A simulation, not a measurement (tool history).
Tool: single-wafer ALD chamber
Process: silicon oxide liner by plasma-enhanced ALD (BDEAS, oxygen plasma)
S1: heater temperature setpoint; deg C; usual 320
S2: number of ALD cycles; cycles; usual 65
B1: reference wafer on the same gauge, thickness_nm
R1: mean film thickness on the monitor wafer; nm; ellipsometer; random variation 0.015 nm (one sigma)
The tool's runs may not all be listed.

Run 1, day 0: usual settings; B1 6.469. Result: R1 6.151 nm.
Run 2, day 2.121: usual settings; B1 6.469. Result: R1 6.11 nm.
Run 3, day 5.121: usual settings; B1 6.472. Result: R1 6.136 nm.
Run 4, day 6.738: usual settings but S2 73 cycles; B1 6.471. Result: R1 6.88 nm.
At day 7.354: thermocouple changed; heater temperature recalibrated.
Run 5, day 8.571: usual settings but S2 73 cycles; B1 6.47. Result: R1 6.858 nm.
Run 6, day 10.496: usual settings; B1 6.471. Result: R1 6.095 nm.
Run 7, day 13.071: usual settings; B1 6.471. Result: R1 6.098 nm.
Run 8, day 14.3: usual settings but S1 330 deg C; B1 6.469. Result: R1 6.011 nm.
Run 9, day 16.129: usual settings but S1 330 deg C; B1 6.471. Result: R1 6.024 nm.
Run 10, day 18.958: usual settings but S1 330 deg C; B1 6.468. Result: R1 6.023 nm.
Run 11, day 20.338: usual settings but S1 315 deg C, S2 58 cycles; B1 6.466. Result: R1 5.496 nm.
Run 12, day 22.267: usual settings but S1 315 deg C, S2 58 cycles; B1 6.47. Result: R1 5.498 nm.
Run 13, day 24.692: usual settings but S1 315 deg C, S2 58 cycles; B1 6.47. Result: R1 5.484 nm.
At day 24.771: gauge calibrated.
Run 14, day 27.254: usual settings but S1 326 deg C, S2 59 cycles; B1 6.469. Result: R1 5.486 nm.
Run 15, day 29.45: usual settings but S1 326 deg C, S2 59 cycles; B1 6.468. Result: R1 5.513 nm.
Run 16, day 31.721: usual settings but S1 309 deg C; B1 6.472. Result: R1 6.221 nm.
Run 17, day 33.658: usual settings but S1 309 deg C; B1 6.47. Result: R1 6.25 nm.
Run 18, day 35.542: usual settings but S1 329 deg C; B1 6.47. Result: R1 6.048 nm.
Run 19, day 42.479: usual settings; B1 6.467. Result: R1 6.132 nm.
Run 20, day 45.308: usual settings but S1 309 deg C; B1 6.467. Result: R1 6.243 nm.
Run 21, day 47.279: usual settings but S1 313 deg C, S2 59 cycles; B1 6.472. Result: R1 5.609 nm.
Run 22, day 50.254: usual settings but S1 313 deg C, S2 75 cycles; B1 6.467. Result: R1 7.1 nm.
Run 23, day 51.458: usual settings but S1 310 deg C, S2 76 cycles; B1 6.469. Result: R1 7.272 nm.
Run 24, day 52.479: usual settings but S2 57 cycles; B1 6.467. Result: R1 5.388 nm.
Run 25, day 54.662: usual settings but S1 309 deg C, S2 70 cycles; B1 6.471. Result: R1 6.747 nm.
Run 26, day 57.504: usual settings but S2 56 cycles; B1 6.471. Result: R1 5.308 nm.
At day 59.267: gauge calibrated.
Run 27, day 60.504: usual settings but S1 316 deg C; B1 6.475. Result: R1 6.182 nm.
At day 61.179: thermocouple changed; heater temperature recalibrated.
Run 28, day 62.258: usual settings; B1 6.47. Result: R1 6.081 nm.
Run 29, day 65.05: usual settings but S2 61 cycles; B1 6.475. Result: R1 5.714 nm.
Run 30, day 67.583: usual settings but S1 310 deg C, S2 78 cycles; B1 6.467. Result: R1 7.441 nm.
Run 31, day 69.646: usual settings but S1 327 deg C, S2 59 cycles; B1 6.467. Result: R1 5.485 nm.
Run 32, day 72.192: usual settings but S1 329 deg C, S2 53 cycles; B1 6.469. Result: R1 4.938 nm.
Run 33, day 74.504: usual settings but S1 328 deg C, S2 52 cycles; B1 6.471. Result: R1 4.834 nm.

The next listed run, before its measurement:
Run 34, day 76.721: usual settings but S1 324 deg C, S2 53 cycles; B1 ?. Result: R1 ?.

Run 34 gave B1 6.471, R1 4.964 nm.
Without the tool's hidden state the same run would have given R1 4.933 nm.
